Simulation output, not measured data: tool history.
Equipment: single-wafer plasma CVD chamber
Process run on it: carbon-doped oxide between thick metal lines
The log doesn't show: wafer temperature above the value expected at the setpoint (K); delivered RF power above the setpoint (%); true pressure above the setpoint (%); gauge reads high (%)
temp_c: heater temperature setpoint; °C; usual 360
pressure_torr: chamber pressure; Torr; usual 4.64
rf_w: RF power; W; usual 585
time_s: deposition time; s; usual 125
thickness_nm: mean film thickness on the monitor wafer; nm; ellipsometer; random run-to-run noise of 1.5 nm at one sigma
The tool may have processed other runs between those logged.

| run | hour | temp_c | pressure_torr | rf_w | time_s | wafers since the last listed run | hours since the last thermocouple change | hours since the last RF generator calibration | hours since the last manometer calibration | hours since the showerhead was replaced | hours since the gauge calibration | read-back reference wafer on the same gauge, thickness_nm | thickness_nm |
|---|---|---|---|---|---|---|---|---|---|---|---|---|---|
| 1 | 0 | 360 | 4.16 | 585 | 125 | 0 | 2699.3 | 2009.1 | 1488.5 | 3090.9 | 381.9 | 533.99 | 599.559 |
| 2 | 12.4 | 360 | 4.16 | 585 | 125 | 149 | 2711.7 | 2021.5 | 1500.9 | 3103.3 | 394.3 | 533.957 | 600.334 |
| 3 | 22.6 | 360 | 4.64 | 585 | 125 | 122 | 2721.9 | 2031.7 | 1511.1 | 3113.5 | 404.5 | 534.154 | 613.258 |
|  | 33.9 | gauge calibrated |
| 4 | 38.4 | 360 | 4.64 | 585 | 125 | 190 | 2737.7 | 2047.5 | 1526.9 | 3129.3 | 4.5 | 534.034 | 612.619 |
| 5 | 52.1 | 360 | 4.64 | 585 | 125 | 164 | 2751.4 | 2061.2 | 1540.6 | 3143 | 18.2 | 534.096 | 613.883 |
| 6 | 66.7 | 360 | 4.64 | 585 | 125 | 175 | 2766 | 2075.8 | 1555.2 | 3157.6 | 32.8 | 533.932 | 612.607 |
| 7 | 83.9 | 360 | 4.64 | 585 | 125 | 207 | 2783.2 | 2093 | 1572.4 | 3174.8 | 50 | 533.851 | 611.25 |
| 8 | 98.9 | 360 | 4.64 | 585 | 109 | 180 | 2798.2 | 2108 | 1587.4 | 3189.8 | 65 | 534.189 | 533.645 |
|  | 113.6 | capacitance manometer re-zeroed and calibrated |
| 9 | 116.7 | 360 | 4.64 | 585 | 109 | 117 | 2816 | 2125.8 | 3.1 | 3207.6 | 82.8 | 534.152 | 534.786 |
| 10 | 124 | 360 | 4.64 | 585 | 125 | 87 | 2823.3 | 2133.1 | 10.4 | 3214.9 | 90.1 | 533.885 | 608.523 |
| 11 | 139.3 | 360 | 4.64 | 585 | 107 | 184 | 2838.6 | 2148.4 | 25.7 | 3230.2 | 105.4 | 534.026 | 523.053 |
| 12 | 152.7 | 360 | 4.64 | 585 | 140 | 161 | 2852 | 2161.8 | 39.1 | 3243.6 | 118.8 | 533.913 | 681.309 |
| 13 | 165.5 | 360 | 4.16 | 585 | 125 | 154 | 2864.8 | 2174.6 | 51.9 | 3256.4 | 131.6 | 534.066 | 595.29 |
|  | 187.8 | RF generator calibrated |
|  | 193.7 | thermocouple changed; heater temperature recalibrated |
| 14 | 194.2 | 345 | 5.5 | 585 | 149 | 178 | 0.5 | 6.4 | 80.6 | 3285.1 | 160.3 | 533.775 | 814.053 |
| 15 | 198.8 | 360 | 4.64 | 585 | 125 | 55 | 5.1 | 11 | 85.2 | 3289.7 | 164.9 | 533.982 | 640.76 |
| 16 | 213.8 | 360 | 4.64 | 585 | 133 | 180 | 20.1 | 26 | 100.2 | 3304.7 | 179.9 | 534.015 | 682.099 |

The next listed run, before its measurement:
|  | 230.8 | showerhead replaced |
| 17 | 231.3 | 372 | 4.64 | 485 | 125 | 114 | 37.6 | 43.5 | 117.7 | 0.5 | 197.4 | ? | ? |

read-back reference wafer on the same gauge, thickness_nm: 533.931
thickness_nm: 506.08 nm
With the hidden condition absent and the run-to-run variation left alone, this run would have shown thickness_nm 511.323 nm.
